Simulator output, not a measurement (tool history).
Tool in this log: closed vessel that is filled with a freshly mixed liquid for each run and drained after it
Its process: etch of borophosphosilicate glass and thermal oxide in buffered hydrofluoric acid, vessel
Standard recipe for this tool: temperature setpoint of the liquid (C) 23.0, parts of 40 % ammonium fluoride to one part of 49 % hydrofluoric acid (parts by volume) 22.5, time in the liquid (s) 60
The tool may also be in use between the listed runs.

| run | day | temperature setpoint of the liquid (C) | parts of 40 % ammonium fluoride to one part of 49 % hydrofluoric acid (parts by volume) | time in the liquid (s) | wafers since the last listed run | hours since the thermometer was replaced | hours since the hydrofluoric acid flow meter was replaced | hours since the gauge calibration | read-back film thickness of the borophosphosilicate glass reference wafer, read on the same gauge (nm) | read-back film thickness of the thermal oxide reference wafer, read on the same gauge (nm) | thickness taken off the borophosphosilicate glass on a monitor wafer (Å) | thickness taken off the thermal oxide on a monitor wafer (Å) |
|---|---|---|---|---|---|---|---|---|---|---|---|---|
| 1 | 0.000 | 23.0 | 22.5 | 40 | 0 | 28.5 | 1957.5 | 174.8 | 110.00 | 99.97 | 452.2 | 201.6 |
| 2 | 2.633 | 23.0 | 22.5 | 40 | 6082 | 91.7 | 2020.7 | 238.0 | 110.00 | 100.03 | 448.4 | 202.0 |
| 3 | 4.696 | 23.0 | 22.5 | 60 | 4764 | 141.2 | 2070.2 | 287.5 | 110.01 | 100.04 | 683.1 | 299.2 |
| 4 | 9.158 | 23.0 | 22.5 | 60 | 10307 | 248.3 | 2177.3 | 394.6 | 110.00 | 100.02 | 686.1 | 299.4 |
|  | 11.983 | hydrofluoric acid flow meter replaced |
| 5 | 13.017 | 23.0 | 22.5 | 60 | 8816 | 340.9 | 24.8 | 487.2 | 110.01 | 100.01 | 702.4 | 301.0 |
| 6 | 16.079 | 19.0 | 28.0 | 40 | 7074 | 414.4 | 98.3 | 560.7 | 110.01 | 99.99 | 321.7 | 137.9 |
| 7 | 19.600 | 23.0 | 22.5 | 60 | 8132 | 498.9 | 182.8 | 645.2 | 110.00 | 100.00 | 697.6 | 298.2 |
| 8 | 21.225 | 27.0 | 27.5 | 60 | 3753 | 537.9 | 221.8 | 684.2 | 109.99 | 100.02 | 752.3 | 329.3 |
| 9 | 24.475 | 19.5 | 22.5 | 45 | 7507 | 615.9 | 299.8 | 762.2 | 110.00 | 100.00 | 432.2 | 187.7 |
| 10 | 28.921 | 23.0 | 29.0 | 70 | 10269 | 722.6 | 406.5 | 868.9 | 110.01 | 99.99 | 686.3 | 296.7 |
| 11 | 33.288 | 26.5 | 14.0 | 60 | 10086 | 827.4 | 511.3 | 973.7 | 110.01 | 100.02 | 1309.5 | 571.5 |
| 12 | 35.225 | 23.0 | 22.5 | 60 | 4475 | 873.9 | 557.8 | 1020.2 | 110.02 | 100.02 | 702.6 | 302.9 |
| 13 | 37.492 | 23.0 | 26.5 | 35 | 5235 | 928.3 | 612.2 | 1074.6 | 110.01 | 100.02 | 369.6 | 161.0 |
| 14 | 39.075 | 28.0 | 25.0 | 60 | 3657 | 966.3 | 650.2 | 1112.6 | 110.00 | 100.02 | 858.9 | 371.8 |
| 15 | 41.179 | 23.0 | 26.0 | 60 | 4860 | 1016.8 | 700.7 | 1163.1 | 109.99 | 100.00 | 637.5 | 276.4 |
| 16 | 42.842 | 23.0 | 22.5 | 60 | 3840 | 1056.7 | 740.6 | 1203.0 | 110.01 | 100.03 | 701.3 | 311.0 |
| 17 | 46.246 | 27.0 | 14.5 | 35 | 7863 | 1138.4 | 822.3 | 1284.7 | 110.00 | 99.99 | 760.1 | 332.2 |
| 18 | 48.708 | 23.0 | 22.5 | 60 | 5688 | 1197.5 | 881.4 | 1343.8 | 110.01 | 100.03 | 698.3 | 306.4 |
| 19 | 52.504 | 23.0 | 22.5 | 60 | 8768 | 1288.6 | 972.5 | 1434.9 | 110.01 | 99.97 | 712.3 | 307.2 |
| 20 | 56.154 | 23.0 | 22.5 | 90 | 8431 | 1376.2 | 1060.1 | 1522.5 | 110.02 | 99.99 | 1070.1 | 469.1 |
| 21 | 69.042 | 26.0 | 22.5 | 95 | 29768 | 1685.5 | 1369.4 | 1831.8 | 110.01 | 100.01 | 1327.7 | 589.6 |
| 22 | 72.412 | 23.0 | 22.5 | 60 | 7786 | 1766.4 | 1450.3 | 1912.7 | 109.99 | 99.97 | 723.0 | 315.6 |
| 23 | 75.967 | 19.5 | 22.5 | 80 | 8209 | 1851.7 | 1535.6 | 1998.0 | 110.00 | 99.99 | 796.9 | 348.3 |
| 24 | 79.017 | 23.0 | 22.5 | 60 | 7045 | 1924.9 | 1608.8 | 2071.2 | 110.01 | 100.02 | 725.7 | 316.0 |

Alternative continuations, all from the tool just after run 24; predict every row:
| A | 79.046 | 23.0 | 22.5 | 60 | 67 | 1925.6 | 1609.5 | 2071.9 | ? | ? | ? | ? |
| B | 79.046 | 20.0 | 30.0 | 80 | 67 | 1925.6 | 1609.5 | 2071.9 | ? | ? | ? | ? |
| C | 79.046 | 20.5 | 18.5 | 75 | 67 | 1925.6 | 1609.5 | 2071.9 | ? | ? | ? | ? |
| D | 79.046 | 20.5 | 22.5 | 70 | 67 | 1925.6 | 1609.5 | 2071.9 | ? | ? | ? | ? |
| E | 79.046 | 23.0 | 30.0 | 45 | 67 | 1925.6 | 1609.5 | 2071.9 | ? | ? | ? | ? |

| run | read-back film thickness of the borophosphosilicate glass reference wafer, read on the same gauge (nm) | read-back film thickness of the thermal oxide reference wafer, read on the same gauge (nm) | thickness taken off the borophosphosilicate glass on a monitor wafer (Å) | thickness taken off the thermal oxide on a monitor wafer (Å) |
|---|---|---|---|---|
| A | 110.01 | 99.98 | 726.6 | 324.2 |
| B | 110.01 | 99.98 | 673.6 | 300.3 |
| C | 110.01 | 99.98 | 928.7 | 413.6 |
| D | 110.01 | 99.98 | 739.6 | 329.5 |
| E | 110.01 | 99.98 | 446.8 | 199.5 |
Had the tool no hidden state, the same runs would have come out as:
| run | thickness taken off the borophosphosilicate glass on a monitor wafer (Å) | thickness taken off the thermal oxide on a monitor wafer (Å) |
|---|---|---|
| A | 678.5 | 302.5 |
| B | 628.1 | 279.8 |
| C | 866.4 | 385.5 |
| D | 689.8 | 307.2 |
| E | 417.1 | 186.1 |

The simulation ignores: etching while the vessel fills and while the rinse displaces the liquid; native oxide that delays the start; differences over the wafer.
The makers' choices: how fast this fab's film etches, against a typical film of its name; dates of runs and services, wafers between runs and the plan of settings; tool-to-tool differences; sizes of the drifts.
